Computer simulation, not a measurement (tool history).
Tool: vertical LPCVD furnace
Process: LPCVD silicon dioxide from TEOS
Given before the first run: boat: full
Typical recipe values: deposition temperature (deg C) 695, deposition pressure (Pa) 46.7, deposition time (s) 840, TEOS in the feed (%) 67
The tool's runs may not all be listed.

run,hour,deposition temperature (deg C),deposition pressure (Pa),deposition time (s),TEOS in the feed (%),"read-back reference wafer on the same gauge, thickness",film thickness on the monitor wafer in the middle of the boat (Å)
1,0.0,695,46.7,840,67,99.97,1065.8
2,48.2,695,46.7,840,67,100.00,1063.6
3,79.8,695,46.7,840,67,99.98,1067.3
4,111.2,695,46.7,840,67,100.00,1071.2
5,151.6,695,46.7,840,67,99.97,1074.8
6,201.6,695,46.7,840,67,99.98,1074.5
7,263.9,695,46.7,840,67,100.00,1080.9
8,334.8,695,46.7,840,67,99.96,1082.5
# hour 343.4: gauge calibrated
# hour 359.6: pressure gauge zeroed
9,381.7,695,46.7,1050,67,99.95,1320.2
# hour 415.5: TEOS flow controller replaced
10,436.9,695,46.7,840,62,100.02,1014.6
11,498.0,695,46.7,840,62,100.03,1016.5
12,551.9,703,51.3,630,76,100.01,1066.6
13,598.8,706,46.7,840,67,100.03,1367.4
14,666.8,695,46.7,840,67,99.99,1064.0
15,691.1,695,46.7,690,67,100.00,874.4
# hour 715.5: thermocouples replaced and temperature profile calibrated
16,757.1,695,46.7,540,67,99.95,653.4
17,809.8,695,46.7,840,67,99.99,1016.1
18,858.9,704,46.7,840,67,100.01,1255.0
19,909.1,702,42.0,600,67,100.00,812.6
20,959.0,695,46.7,840,67,100.01,1019.5
21,1005.5,695,56.0,840,67,100.03,1115.4
22,1032.9,695,52.0,840,67,99.98,1076.2

Alternative continuations, all from the tool just after run 22; predict every row:
A,1036.9,695,46.7,840,67,?,?
B,1036.9,695,35.3,630,72,?,?
C,1036.9,707,52.7,840,67,?,?

run,"read-back reference wafer on the same gauge, thickness",film thickness on the monitor wafer in the middle of the boat (Å)
A,100.03,1020.0
B,100.03,690.3
C,100.03,1431.4
With no hidden state in the tool, these same runs would have given:
run,film thickness on the monitor wafer in the middle of the boat (Å)
A,1014.5
B,686.4
C,1424.0
